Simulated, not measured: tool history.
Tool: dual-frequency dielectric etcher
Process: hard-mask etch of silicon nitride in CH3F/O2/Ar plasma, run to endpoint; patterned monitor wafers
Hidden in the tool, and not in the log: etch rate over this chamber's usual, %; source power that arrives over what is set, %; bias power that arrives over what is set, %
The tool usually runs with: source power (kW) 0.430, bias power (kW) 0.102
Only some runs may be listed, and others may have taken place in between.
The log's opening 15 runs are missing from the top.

run     day  source power (kW)  bias power (kW)  wafers since the last listed run  hours since the last wet clean  hours since the last source power generator calibration  hours since the last bias power generator calibration  hours since the last upper electrode change  incoming incoming film thickness, nm  endpoint time (s)
 16  17.571              0.360            0.115                               431                           342.9                                                   3171.1                                                  175.7                                        109.5                                 31.08               40.4
 17  18.412              0.490            0.102                               289                           363.1                                                   3191.3                                                  195.9                                        129.7                                 30.96               39.3
 18  19.408              0.360            0.116                               342                           387.0                                                   3215.2                                                  219.8                                        153.6                                 30.67               39.6
 19  20.592              0.370            0.102                               406                           415.4                                                   3243.6                                                  248.2                                        182.0                                 31.20               42.5
 20  21.112              0.470            0.123                               179                           427.9                                                   3256.1                                                  260.7                                        194.5                                 30.67               36.5
 21  21.688              0.430            0.102                               197                           441.7                                                   3269.9                                                  274.5                                        208.3                                 31.18               41.8
     23.408  -- wet clean of the chamber
 22  23.429              0.390            0.095                               254                             0.5                                                   3311.7                                                  316.3                                        250.1                                 30.75               41.2
 23  23.754              0.470            0.079                               111                             8.3                                                   3319.5                                                  324.1                                        257.9                                 31.33               43.1
 24  24.383              0.530            0.121                               216                            23.4                                                   3334.6                                                  339.2                                        273.0                                 30.83               34.4
 25  25.871              0.340            0.077                               511                            59.1                                                   3370.3                                                  374.9                                        308.7                                 30.81               46.7
     26.171  -- source power generator calibrated
 26  28.992              0.430            0.125                              1015                           134.0                                                     67.7                                                  449.8                                        383.6                                 30.78               36.2

Run 27 has not been measured yet. What should we expect?
 27  29.921              0.430            0.102                               319                           156.3                                                     90.0                                                  472.1                                        405.9                                 30.99                  ?

endpoint time (s): 40.2
Minus the tool's unlogged condition, the same run would have read endpoint time (s) 39.5.

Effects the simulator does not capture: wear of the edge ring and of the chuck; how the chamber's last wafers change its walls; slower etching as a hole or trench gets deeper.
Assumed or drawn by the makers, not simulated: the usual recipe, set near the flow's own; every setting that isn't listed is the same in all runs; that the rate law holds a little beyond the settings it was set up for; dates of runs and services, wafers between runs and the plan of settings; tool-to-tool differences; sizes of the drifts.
